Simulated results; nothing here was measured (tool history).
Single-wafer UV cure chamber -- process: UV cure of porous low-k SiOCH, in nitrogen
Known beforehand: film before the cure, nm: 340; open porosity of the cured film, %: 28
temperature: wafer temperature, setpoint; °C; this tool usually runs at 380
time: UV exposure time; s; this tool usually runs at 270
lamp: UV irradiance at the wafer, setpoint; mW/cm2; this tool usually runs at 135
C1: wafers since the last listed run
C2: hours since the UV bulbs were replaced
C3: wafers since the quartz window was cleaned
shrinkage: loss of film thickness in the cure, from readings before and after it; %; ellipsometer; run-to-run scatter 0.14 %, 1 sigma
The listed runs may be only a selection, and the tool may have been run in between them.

{"run": 1, "hour": 0.0, "temperature": 380, "time": 270, "lamp": 135, "C1": 0, "C2": 626.8, "C3": 1959, "shrinkage": 14.396}
{"run": 2, "hour": 28.4, "temperature": 380, "time": 270, "lamp": 135, "C1": 212, "C2": 655.2, "C3": 2172, "shrinkage": 14.234}
{"run": 3, "hour": 56.9, "temperature": 380, "time": 270, "lamp": 135, "C1": 213, "C2": 683.7, "C3": 2385, "shrinkage": 13.945}
{"hour": 77.9, "done": "quartz window cleaned"}
{"run": 4, "hour": 78.4, "temperature": 380, "time": 270, "lamp": 135, "C1": 101, "C2": 705.2, "C3": 3, "shrinkage": 14.774}
{"run": 5, "hour": 91.6, "temperature": 380, "time": 270, "lamp": 135, "C1": 98, "C2": 718.4, "C3": 102, "shrinkage": 14.786}
{"run": 6, "hour": 119.3, "temperature": 380, "time": 150, "lamp": 135, "C1": 207, "C2": 746.1, "C3": 309, "shrinkage": 11.823}
{"run": 7, "hour": 151.4, "temperature": 380, "time": 150, "lamp": 135, "C1": 240, "C2": 778.2, "C3": 550, "shrinkage": 11.517}
{"run": 8, "hour": 185.5, "temperature": 380, "time": 270, "lamp": 135, "C1": 255, "C2": 812.3, "C3": 805, "shrinkage": 14.792}
{"run": 9, "hour": 217.7, "temperature": 380, "time": 270, "lamp": 135, "C1": 241, "C2": 844.5, "C3": 1046, "shrinkage": 14.884}
{"run": 10, "hour": 277.5, "temperature": 380, "time": 270, "lamp": 135, "C1": 447, "C2": 904.3, "C3": 1494, "shrinkage": 14.412}
{"run": 11, "hour": 304.8, "temperature": 370, "time": 270, "lamp": 164, "C1": 204, "C2": 931.6, "C3": 1698, "shrinkage": 15.399}
{"run": 12, "hour": 334.5, "temperature": 380, "time": 210, "lamp": 135, "C1": 222, "C2": 961.3, "C3": 1921, "shrinkage": 12.787}
{"run": 13, "hour": 350.4, "temperature": 380, "time": 210, "lamp": 135, "C1": 119, "C2": 977.2, "C3": 2040, "shrinkage": 12.933}
{"run": 14, "hour": 380.0, "temperature": 373, "time": 270, "lamp": 135, "C1": 221, "C2": 1006.8, "C3": 2262, "shrinkage": 13.895}
{"run": 15, "hour": 397.8, "temperature": 380, "time": 270, "lamp": 159, "C1": 133, "C2": 1024.6, "C3": 2395, "shrinkage": 14.787}
{"run": 16, "hour": 418.9, "temperature": 380, "time": 160, "lamp": 114, "C1": 158, "C2": 1045.7, "C3": 2553, "shrinkage": 10.336}

Expected results for the next run?
{"hour": 429.2, "done": "quartz window cleaned"}
{"run": 17, "hour": 432.5, "temperature": 375, "time": 270, "lamp": 111, "C1": 41, "C2": 1059.3, "C3": 24, "shrinkage": "?"}

Run 17 gave shrinkage 13.490 %.
The same run, on a tool lacking any hidden state, would have yielded shrinkage 14.860 %.
